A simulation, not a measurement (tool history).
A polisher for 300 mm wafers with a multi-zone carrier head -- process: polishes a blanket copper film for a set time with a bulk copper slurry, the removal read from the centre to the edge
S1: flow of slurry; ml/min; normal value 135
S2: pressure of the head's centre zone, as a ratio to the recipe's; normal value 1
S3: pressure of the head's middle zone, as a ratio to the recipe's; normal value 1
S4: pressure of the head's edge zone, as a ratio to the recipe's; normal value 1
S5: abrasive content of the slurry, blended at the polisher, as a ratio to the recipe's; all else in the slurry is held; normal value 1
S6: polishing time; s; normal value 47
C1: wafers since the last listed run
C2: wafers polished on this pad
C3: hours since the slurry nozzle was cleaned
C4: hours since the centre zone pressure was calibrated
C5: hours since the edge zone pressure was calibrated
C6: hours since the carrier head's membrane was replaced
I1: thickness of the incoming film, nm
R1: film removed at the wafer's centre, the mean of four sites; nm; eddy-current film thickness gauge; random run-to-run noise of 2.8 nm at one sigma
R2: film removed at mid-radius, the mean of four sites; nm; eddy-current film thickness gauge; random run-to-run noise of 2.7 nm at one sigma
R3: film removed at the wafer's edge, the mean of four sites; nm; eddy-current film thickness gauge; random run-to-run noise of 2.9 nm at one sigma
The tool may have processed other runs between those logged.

| run | hour | S1 | S2 | S3 | S4 | S5 | S6 | C1 | C2 | C3 | C4 | C5 | C6 | I1 | R1 | R2 | R3 |
|---|---|---|---|---|---|---|---|---|---|---|---|---|---|---|---|---|---|
| 1 | 0 | 135 | 1 | 1 | 1 | 1.15 | 47 | 0 | 1734 | 200.3 | 77 | 833.1 | 642.1 | 3726.9 | 419.4 | 421 | 425.3 |
| 2 | 36.2 | 135 | 1 | 1 | 1 | 1.15 | 47 | 297 | 2031 | 236.5 | 113.2 | 869.3 | 678.3 | 3731.1 | 412.4 | 420.6 | 422.8 |
|  | 87.7 | worn pad replaced by a new one |
| 3 | 93 | 135 | 1 | 1 | 1 | 1.15 | 47 | 433 | 43 | 293.3 | 170 | 926.1 | 735.1 | 3694.6 | 398.8 | 402.6 | 419.5 |
|  | 126.4 | slurry nozzle cleaned |
| 4 | 127.1 | 135 | 1 | 1 | 1 | 1 | 47 | 271 | 315 | 0.7 | 204.1 | 960.2 | 769.2 | 3690.1 | 420.3 | 417.5 | 421.2 |
| 5 | 171.3 | 135 | 1 | 1 | 1 | 1 | 47 | 363 | 678 | 44.9 | 248.3 | 1004.4 | 813.4 | 3716.6 | 421 | 420.5 | 419.9 |
| 6 | 232.4 | 135 | 1 | 1 | 1 | 1 | 47 | 501 | 1180 | 106 | 309.4 | 1065.5 | 874.5 | 3757.4 | 414.3 | 410.7 | 419.1 |
| 7 | 271 | 135 | 1 | 1 | 1 | 1 | 47 | 317 | 1497 | 144.6 | 348 | 1104.1 | 913.1 | 3668.3 | 414.5 | 410.6 | 421.3 |
| 8 | 384.3 | 135 | 1 | 1 | 1 | 1.2 | 47 | 930 | 2427 | 257.9 | 461.3 | 1217.4 | 1026.4 | 3667.4 | 416.2 | 421.1 | 423.8 |
|  | 408 | worn pad replaced by a new one |
|  | 422.3 | slurry nozzle cleaned |
|  | 429.4 | edge zone pressure recalibrated |
| 9 | 429.9 | 135 | 1.09 | 1 | 1 | 1 | 34 | 317 | 155 | 7.6 | 506.9 | 0.5 | 1072 | 3717.2 | 325.8 | 299.8 | 302.9 |
| 10 | 485.3 | 135 | 1 | 1 | 1.12 | 1 | 42 | 455 | 610 | 63 | 562.3 | 55.9 | 1127.4 | 3754.8 | 368.8 | 368.6 | 391.8 |
|  | 519.5 | carrier head's membrane replaced by a new one, of another model than before |
| 11 | 549.6 | 135 | 1 | 1 | 1.09 | 1 | 52 | 487 | 1097 | 127.3 | 626.6 | 120.2 | 30.1 | 3696 | 454 | 449.5 | 486.4 |
| 12 | 712.2 | 135 | 1 | 1.06 | 0.92 | 0.85 | 33 | 1335 | 2432 | 289.9 | 789.2 | 282.8 | 192.7 | 3712.5 | 250.7 | 259.3 | 247.8 |
|  | 734.1 | centre zone pressure recalibrated |
|  | 740.8 | worn pad replaced by a new one |
|  | 753.2 | slurry nozzle cleaned |
| 13 | 767.2 | 135 | 1 | 1 | 1.04 | 1 | 47 | 394 | 208 | 14 | 33.1 | 337.8 | 247.7 | 3750.3 | 420.8 | 415.4 | 429 |
| 14 | 821.7 | 135 | 1 | 1.05 | 1 | 1 | 53 | 447 | 656 | 68.5 | 87.6 | 392.3 | 302.2 | 3765.7 | 476.6 | 481.6 | 464.5 |
| 15 | 878.9 | 135 | 1 | 1 | 1 | 1 | 47 | 469 | 1125 | 125.7 | 144.8 | 449.5 | 359.4 | 3747.4 | 413.5 | 417.5 | 419.1 |
| 16 | 913.8 | 165 | 1 | 0.96 | 1 | 1.15 | 42 | 286 | 1412 | 160.6 | 179.7 | 484.4 | 394.3 | 3779.5 | 402.2 | 394.4 | 396.1 |
| 17 | 963.4 | 135 | 1.09 | 1.04 | 0.96 | 1 | 35 | 407 | 1819 | 210.2 | 229.3 | 534 | 443.9 | 3700 | 342.9 | 306.7 | 294.1 |
| 18 | 991.2 | 135 | 1 | 1.05 | 1 | 1 | 53 | 228 | 2048 | 238 | 257.1 | 561.8 | 471.7 | 3699.9 | 450.4 | 463.2 | 458.6 |
| 19 | 1029.7 | 135 | 0.97 | 1 | 1 | 1 | 33 | 316 | 2364 | 276.5 | 295.6 | 600.3 | 510.2 | 3697.8 | 259.9 | 273.8 | 283 |
|  | 1064.3 | worn pad replaced by a new one |
|  | 1084.9 | slurry nozzle cleaned |
| 20 | 1168.4 | 135 | 1 | 1.12 | 0.95 | 1 | 38 | 1098 | 846 | 83.5 | 434.3 | 739 | 648.9 | 3711.7 | 338.5 | 354.5 | 323.9 |

Alternative continuations, all from the tool just after run 20; predict every row:
| A | 1168.8 | 135 | 1 | 1 | 1 | 1 | 47 | 3 | 849 | 83.9 | 434.7 | 739.4 | 649.3 | 3739.8 | ? | ? | ? |
| B | 1168.8 | 135 | 1 | 1 | 1.06 | 1 | 38 | 3 | 849 | 83.9 | 434.7 | 739.4 | 649.3 | 3739.8 | ? | ? | ? |
| C | 1168.8 | 135 | 1 | 1 | 1 | 1 | 62 | 3 | 849 | 83.9 | 434.7 | 739.4 | 649.3 | 3739.8 | ? | ? | ? |
| D | 1168.8 | 105 | 1 | 1 | 1 | 1 | 47 | 3 | 849 | 83.9 | 434.7 | 739.4 | 649.3 | 3739.8 | ? | ? | ? |
| E | 1168.8 | 135 | 0.89 | 1 | 1.03 | 0.85 | 47 | 3 | 849 | 83.9 | 434.7 | 739.4 | 649.3 | 3739.8 | ? | ? | ? |

| run | R1 | R2 | R3 |
|---|---|---|---|
| A | 421.1 | 416.9 | 418.3 |
| B | 340.5 | 337 | 354.6 |
| C | 555.6 | 550 | 551.7 |
| D | 389.9 | 389.9 | 399.4 |
| E | 334.5 | 398.3 | 408.9 |
Without the tool's unlogged condition, the same runs would have read:
| run | R1 | R2 | R3 |
|---|---|---|---|
| A | 425.2 | 420.4 | 420.7 |
| B | 343.8 | 339.9 | 356.7 |
| C | 560.9 | 554.6 | 555 |
| D | 394.9 | 394.1 | 402.3 |
| E | 337.8 | 401.7 | 411.4 |
